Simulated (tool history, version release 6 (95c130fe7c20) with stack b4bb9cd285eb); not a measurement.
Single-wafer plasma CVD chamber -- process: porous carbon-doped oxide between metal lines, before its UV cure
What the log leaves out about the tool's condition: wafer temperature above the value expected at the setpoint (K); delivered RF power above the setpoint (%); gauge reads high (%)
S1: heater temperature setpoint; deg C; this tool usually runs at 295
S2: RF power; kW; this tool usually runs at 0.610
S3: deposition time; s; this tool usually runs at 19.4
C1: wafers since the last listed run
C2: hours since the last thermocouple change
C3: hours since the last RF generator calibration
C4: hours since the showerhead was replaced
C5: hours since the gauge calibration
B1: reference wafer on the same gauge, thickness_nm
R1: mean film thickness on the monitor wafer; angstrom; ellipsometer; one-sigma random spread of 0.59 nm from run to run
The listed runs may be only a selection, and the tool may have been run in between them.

run   hour   S1     S2    S3    C1      C2      C3      C4     C5       B1       R1
  1    0.0  295  0.610  19.4     0  1184.3  1268.3  5887.9  132.3  102.874  1214.42
  2   71.7  295  0.690  19.4  1954  1256.0  1340.0  5959.6  204.0  102.499  1334.09
  3  140.4  295  0.610  17.5  1872  1324.7  1408.7  6028.3  272.7  102.074  1099.46
  4  205.9  295  0.610  17.5  1785  1390.2  1474.2  6093.8  338.2  101.827  1091.12
  5  230.8  295  0.700  19.4   678  1415.1  1499.1  6118.7  363.1  101.858  1353.05
  6  293.5  295  0.700  19.4  1708  1477.8  1561.8  6181.4  425.8  101.558  1348.17
  7  318.7  295  0.610  19.4   686  1503.0  1587.0  6206.6  451.0  101.577  1207.80
  8  346.1  295  0.610  18.5   746  1530.4  1614.4  6234.0  478.4  101.398  1146.71
  9  401.7  295  0.610  21.4  1515  1586.0  1670.0  6289.6  534.0  101.410  1315.37
     419.7  -- showerhead replaced
 10  431.1  307  0.730  21.5   583  1615.4  1699.4    11.4  563.4  101.472  1443.31
     474.7  -- gauge calibrated
     518.6  -- RF generator calibrated
     547.9  -- thermocouple changed; heater temperature recalibrated
 11  592.1  307  0.730  21.5  3952    44.2    73.5   172.4  117.4  102.968  1459.42
 12  632.5  308  0.695  17.5  1101    84.6   113.9   212.8  157.8  102.442  1140.69
 13  683.9  295  0.550  15.8  1400   136.0   165.3   264.2  209.2  102.423   920.28
 14  718.4  303  0.505  22.9   940   170.5   199.8   298.7  243.7  102.192  1160.09
 15  779.4  303  0.610  19.4  1662   231.5   260.8   359.7  304.7  101.940  1155.20
 16  836.4  295  0.505  19.4  1553   288.5   317.8   416.7  361.7  101.775  1019.43
 17  907.9  295  0.610  19.4  1948   360.0   389.3   488.2  433.2  101.738  1199.90
 18  935.4  295  0.610  18.1   749   387.5   416.8   515.7  460.7  101.367  1125.17

3 options for the next run, each taken on its own from the tool as it stands now. Forecast them:
  A  935.8  295  0.610  19.4  10  387.9  417.2  516.1  461.1   ?   ?
  B  935.8  290  0.510  16.1  10  387.9  417.2  516.1  461.1   ?   ?
  C  935.8  301  0.665  20.7  10  387.9  417.2  516.1  461.1   ?   ?

run       B1       R1
  A  101.554  1207.72
  B  101.554   887.36
  C  101.554  1335.19
What these runs would have given with no unlogged condition in the tool:
run       R1
  A  1236.21
  B   908.29
  C  1366.69
